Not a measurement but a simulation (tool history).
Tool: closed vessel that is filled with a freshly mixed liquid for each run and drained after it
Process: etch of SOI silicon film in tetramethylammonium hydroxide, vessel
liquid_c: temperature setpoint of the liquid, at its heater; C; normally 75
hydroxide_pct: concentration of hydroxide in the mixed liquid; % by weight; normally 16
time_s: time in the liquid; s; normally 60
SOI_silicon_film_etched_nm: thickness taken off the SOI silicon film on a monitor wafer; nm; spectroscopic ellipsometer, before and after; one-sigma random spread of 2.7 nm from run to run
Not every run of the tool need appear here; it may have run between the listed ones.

run,hour,liquid_c,hydroxide_pct,time_s,"read-back film thickness of the SOI silicon film reference wafer, read on the same gauge (nm)",SOI_silicon_film_etched_nm
1,0,75,16,60,99.96,509.55
2,57,79,16,60,100,636.96
# hour 90.2: hydroxide flow meter replaced
3,116,79,16,60,100.01,611.3
4,149.7,79,16,60,100.02,606.9
5,213.9,79.5,16,60,99.97,625.08
6,271.2,79.5,16,60,99.95,633.61
7,317.4,79.5,16,60,99.98,632.46
8,388.8,75,19,60,99.93,464.88
9,426.2,75,19,60,100.01,465.97
10,479.6,75,16,60,100.02,501.63
# hour 518.3: hydroxide flow meter replaced
11,526.5,75,16,60,100.02,481.61
12,582.8,75,16,60,99.99,483.82
13,616.7,75,16,60,99.97,488.02
14,644.8,75,16,60,100.03,485.86
# hour 724: gauge calibrated
15,766.2,75,16,60,100.03,487.89
16,798.8,75,16,45,99.95,370.74
17,829.6,69,12.5,85,99.98,553.92
18,877.4,75,16,60,99.97,497.47
19,903.2,73,16,40,99.96,299.65
# hour 919.2: thermometer replaced
20,948.5,80.5,16,75,99.99,860.86
# hour 958.9: hydroxide flow meter replaced
21,973.8,81.5,16,95,99.98,1106.57
22,1001.9,75,18,60,100.04,464.11
23,1060.6,75,16,60,99.99,489.58
24,1200.4,75,19,60,100.01,462.68
25,1255.5,81.5,18,60,99.98,686.2
26,1306.5,69.5,18.5,80,99.98,459
27,1348.7,71.5,13.5,85,100,628.83
28,1395.1,75,20,60,99.98,463.74
29,1456.6,75,16,60,99.97,508.27
# hour 1467: hydroxide flow meter replaced
30,1527.8,75,16,60,99.98,483.85

Had the tool no unlogged condition, and each run kept its random variation, what would the results have been?
The tool's hidden condition here consists of: liquid colder than its thermometer reads (K); hydroxide flow below the setpoint (%); gauge reads high (%).
run,SOI_silicon_film_etched_nm
1,482.71
2,599.1
3,607.34
4,601.47
5,616.55
6,622.34
7,619.09
8,449.55
9,449.06
10,480.84
11,480.64
12,480.83
13,483.8
14,480.65
15,478.37
16,362.42
17,537.38
18,481.37
19,288.99
20,825.44
21,1101.24
22,460.36
23,484.1
24,450.25
25,665.97
26,442.95
27,601.26
28,441.83
29,481.29
30,479.77
